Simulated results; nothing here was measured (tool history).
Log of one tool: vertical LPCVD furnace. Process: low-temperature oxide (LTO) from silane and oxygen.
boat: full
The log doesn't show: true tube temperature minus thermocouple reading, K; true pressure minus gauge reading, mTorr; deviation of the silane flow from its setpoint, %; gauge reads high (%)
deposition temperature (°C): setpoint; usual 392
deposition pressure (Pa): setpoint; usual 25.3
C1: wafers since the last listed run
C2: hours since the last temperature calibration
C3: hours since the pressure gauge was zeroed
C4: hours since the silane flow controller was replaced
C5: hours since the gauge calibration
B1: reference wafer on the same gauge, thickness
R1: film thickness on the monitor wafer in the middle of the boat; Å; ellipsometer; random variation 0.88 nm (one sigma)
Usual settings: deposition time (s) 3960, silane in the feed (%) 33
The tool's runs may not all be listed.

{"run": 1, "hour": 0.0, "deposition temperature (°C)": 392, "deposition pressure (Pa)": 25.3, "deposition time (s)": 3960, "silane in the feed (%)": 33, "C1": 0, "C2": 3234.1, "C3": 984.4, "C4": 5365.2, "C5": 252.3, "B1": 384.91, "R1": 3573.0}
{"run": 2, "hour": 71.1, "deposition temperature (°C)": 392, "deposition pressure (Pa)": 25.3, "deposition time (s)": 3510, "silane in the feed (%)": 33, "C1": 516, "C2": 3305.2, "C3": 1055.5, "C4": 5436.3, "C5": 323.4, "B1": 385.06, "R1": 3171.7}
{"run": 3, "hour": 114.6, "deposition temperature (°C)": 392, "deposition pressure (Pa)": 25.3, "deposition time (s)": 3510, "silane in the feed (%)": 33, "C1": 316, "C2": 3348.7, "C3": 1099.0, "C4": 5479.8, "C5": 366.9, "B1": 384.96, "R1": 3160.3}
{"run": 4, "hour": 178.7, "deposition temperature (°C)": 392, "deposition pressure (Pa)": 25.3, "deposition time (s)": 3510, "silane in the feed (%)": 33, "C1": 465, "C2": 3412.8, "C3": 1163.1, "C4": 5543.9, "C5": 431.0, "B1": 384.9, "R1": 3168.4}
{"run": 5, "hour": 222.2, "deposition temperature (°C)": 392, "deposition pressure (Pa)": 25.3, "deposition time (s)": 3960, "silane in the feed (%)": 33, "C1": 316, "C2": 3456.3, "C3": 1206.6, "C4": 5587.4, "C5": 474.5, "B1": 384.94, "R1": 3563.2}
{"run": 6, "hour": 255.8, "deposition temperature (°C)": 392, "deposition pressure (Pa)": 25.3, "deposition time (s)": 3960, "silane in the feed (%)": 38, "C1": 244, "C2": 3489.9, "C3": 1240.2, "C4": 5621.0, "C5": 508.1, "B1": 384.71, "R1": 4308.4}
{"run": 7, "hour": 322.8, "deposition temperature (°C)": 392, "deposition pressure (Pa)": 25.3, "deposition time (s)": 3960, "silane in the feed (%)": 33, "C1": 486, "C2": 3556.9, "C3": 1307.2, "C4": 5688.0, "C5": 575.1, "B1": 384.99, "R1": 3568.5}
{"run": 8, "hour": 347.3, "deposition temperature (°C)": 392, "deposition pressure (Pa)": 25.3, "deposition time (s)": 3960, "silane in the feed (%)": 33, "C1": 178, "C2": 3581.4, "C3": 1331.7, "C4": 5712.5, "C5": 599.6, "B1": 385.0, "R1": 3537.7}
{"run": 9, "hour": 383.9, "deposition temperature (°C)": 392, "deposition pressure (Pa)": 25.3, "deposition time (s)": 3960, "silane in the feed (%)": 33, "C1": 265, "C2": 3618.0, "C3": 1368.3, "C4": 5749.1, "C5": 636.2, "B1": 384.74, "R1": 3559.7}
{"hour": 437.6, "done": "silane flow controller replaced"}
{"run": 10, "hour": 450.2, "deposition temperature (°C)": 392, "deposition pressure (Pa)": 21.3, "deposition time (s)": 3960, "silane in the feed (%)": 33, "C1": 307, "C2": 3684.3, "C3": 1434.6, "C4": 12.6, "C5": 702.5, "B1": 384.95, "R1": 2985.6}
{"run": 11, "hour": 475.2, "deposition temperature (°C)": 392, "deposition pressure (Pa)": 21.3, "deposition time (s)": 3960, "silane in the feed (%)": 33, "C1": 181, "C2": 3709.3, "C3": 1459.6, "C4": 37.6, "C5": 727.5, "B1": 385.17, "R1": 2975.2}
{"hour": 509.1, "done": "pressure gauge zeroed"}
{"run": 12, "hour": 539.9, "deposition temperature (°C)": 395, "deposition pressure (Pa)": 25.3, "deposition time (s)": 3960, "silane in the feed (%)": 27, "C1": 295, "C2": 3774.0, "C3": 30.8, "C4": 102.3, "C5": 792.2, "B1": 385.05, "R1": 2752.3}
{"run": 13, "hour": 585.3, "deposition temperature (°C)": 392, "deposition pressure (Pa)": 27.3, "deposition time (s)": 3960, "silane in the feed (%)": 33, "C1": 329, "C2": 3819.4, "C3": 76.2, "C4": 147.7, "C5": 837.6, "B1": 384.91, "R1": 3882.4}
{"hour": 619.0, "done": "thermocouples replaced and temperature profile calibrated"}
{"run": 14, "hour": 619.7, "deposition temperature (°C)": 403, "deposition pressure (Pa)": 20.7, "deposition time (s)": 3960, "silane in the feed (%)": 35, "C1": 75, "C2": 0.7, "C3": 110.6, "C4": 182.1, "C5": 872.0, "B1": 385.35, "R1": 3610.8}
{"run": 15, "hour": 687.5, "deposition temperature (°C)": 392, "deposition pressure (Pa)": 25.3, "deposition time (s)": 3960, "silane in the feed (%)": 33, "C1": 492, "C2": 68.5, "C3": 178.4, "C4": 249.9, "C5": 939.8, "B1": 384.78, "R1": 3566.3}
{"run": 16, "hour": 745.4, "deposition temperature (°C)": 392, "deposition pressure (Pa)": 25.3, "deposition time (s)": 4710, "silane in the feed (%)": 33, "C1": 420, "C2": 126.4, "C3": 236.3, "C4": 307.8, "C5": 997.7, "B1": 385.23, "R1": 4255.9}
{"run": 17, "hour": 802.9, "deposition temperature (°C)": 392, "deposition pressure (Pa)": 25.3, "deposition time (s)": 3960, "silane in the feed (%)": 33, "C1": 417, "C2": 183.9, "C3": 293.8, "C4": 365.3, "C5": 1055.2, "B1": 385.13, "R1": 3590.7}
{"run": 18, "hour": 865.1, "deposition temperature (°C)": 392, "deposition pressure (Pa)": 25.3, "deposition time (s)": 3960, "silane in the feed (%)": 28, "C1": 451, "C2": 246.1, "C3": 356.0, "C4": 427.5, "C5": 1117.4, "B1": 384.87, "R1": 2796.2}
{"run": 19, "hour": 908.0, "deposition temperature (°C)": 402, "deposition pressure (Pa)": 25.3, "deposition time (s)": 5340, "silane in the feed (%)": 33, "C1": 311, "C2": 289.0, "C3": 398.9, "C4": 470.4, "C5": 1160.3, "B1": 384.91, "R1": 5463.8}
{"run": 20, "hour": 960.2, "deposition temperature (°C)": 392, "deposition pressure (Pa)": 25.3, "deposition time (s)": 3960, "silane in the feed (%)": 33, "C1": 379, "C2": 341.2, "C3": 451.1, "C4": 522.6, "C5": 1212.5, "B1": 384.97, "R1": 3580.5}
{"run": 21, "hour": 1005.1, "deposition temperature (°C)": 388, "deposition pressure (Pa)": 25.3, "deposition time (s)": 3960, "silane in the feed (%)": 39, "C1": 326, "C2": 386.1, "C3": 496.0, "C4": 567.5, "C5": 1257.4, "B1": 385.38, "R1": 4262.8}
{"hour": 1117.9, "done": "gauge calibrated"}
{"run": 22, "hour": 1156.4, "deposition temperature (°C)": 392, "deposition pressure (Pa)": 20.0, "deposition time (s)": 3960, "silane in the feed (%)": 27, "C1": 1099, "C2": 537.4, "C3": 647.3, "C4": 718.8, "C5": 38.5, "B1": 385.21, "R1": 2088.3}
{"run": 23, "hour": 1263.5, "deposition temperature (°C)": 392, "deposition pressure (Pa)": 28.7, "deposition time (s)": 3390, "silane in the feed (%)": 37, "C1": 778, "C2": 644.5, "C3": 754.4, "C4": 825.9, "C5": 145.6, "B1": 385.24, "R1": 4055.3}

The next listed run, before its measurement:
{"run": 24, "hour": 1307.4, "deposition temperature (°C)": 392, "deposition pressure (Pa)": 25.3, "deposition time (s)": 3960, "silane in the feed (%)": 33, "C1": 318, "C2": 688.4, "C3": 798.3, "C4": 869.8, "C5": 189.5, "B1": "?", "R1": "?"}

B1: 385.04
R1: 3569.6 Å
Without the tool's hidden state the same run would have given R1 3603.8 Å.

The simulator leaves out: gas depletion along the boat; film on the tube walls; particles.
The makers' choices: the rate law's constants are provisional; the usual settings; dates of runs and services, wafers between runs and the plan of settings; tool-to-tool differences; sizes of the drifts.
